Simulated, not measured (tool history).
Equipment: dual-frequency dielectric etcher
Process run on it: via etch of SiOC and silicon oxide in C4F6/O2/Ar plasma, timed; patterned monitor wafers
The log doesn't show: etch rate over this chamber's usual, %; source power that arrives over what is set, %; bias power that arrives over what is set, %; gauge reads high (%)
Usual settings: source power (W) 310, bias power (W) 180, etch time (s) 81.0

run,hour,source power (W),bias power (W),etch time (s),wafers since the last listed run,hours since the last wet clean,hours since the last source power generator calibration,hours since the last bias power generator calibration,hours since the last upper electrode change,hours since the gauge calibration,"read-back reference wafer on the same gauge, depth_nm",mean etch depth across the wafer (Å)
1,0.0,310,180,81.0,0,181.2,3503.1,1901.5,2622.9,269.4,84.1,796
2,29.6,310,180,81.0,301,210.8,3532.7,1931.1,2652.5,299.0,84.1,797
3,163.6,310,180,81.0,1364,344.8,3666.7,2065.1,2786.5,433.0,84.1,801
4,232.7,310,180,81.0,703,413.9,3735.8,2134.2,2855.6,502.1,84.1,801
# hour 257.8: wet clean of the chamber
5,275.7,310,180,81.0,193,17.9,3778.8,2177.2,2898.6,545.1,84.1,801
# hour 315.1: source power generator calibrated
6,330.1,310,180,81.0,513,72.3,15.0,2231.6,2953.0,599.5,84.1,780
7,358.8,310,180,81.0,292,101.0,43.7,2260.3,2981.7,628.2,84.1,780
# hour 381.7: bias power generator calibrated
# hour 429.4: upper electrode replaced
8,429.9,310,180,81.0,438,172.1,114.8,48.2,0.5,699.3,84.1,767
9,449.1,260,145,69.0,195,191.3,134.0,67.4,19.7,718.5,84.1,552
10,496.2,280,141,88.5,479,238.4,181.1,114.5,66.8,765.6,84.1,738
# hour 509.5: gauge calibrated
11,525.4,310,214,81.0,297,267.6,210.3,143.7,96.0,15.9,84.1,810
12,586.4,310,180,62.0,621,328.6,271.3,204.7,157.0,76.9,84.1,591
# hour 688.3: wet clean of the chamber
13,756.0,310,180,81.0,1482,67.7,440.9,374.3,326.6,246.5,84.1,772
14,810.6,310,180,81.0,555,122.3,495.5,428.9,381.2,301.1,84.1,773

Forecast each of these 3 alternatives for the next run:
A,811.0,310,180,81.0,4,122.7,495.9,429.3,381.6,301.5,?,?
B,811.0,250,155,81.0,4,122.7,495.9,429.3,381.6,301.5,?,?
C,811.0,370,180,81.0,4,122.7,495.9,429.3,381.6,301.5,?,?

run,"read-back reference wafer on the same gauge, depth_nm",mean etch depth across the wafer (Å)
A,84.1,772
B,84.1,645
C,84.1,853
Had the tool no hidden state, the same runs would have come out as:
run,mean etch depth across the wafer (Å)
A,766
B,640
C,846
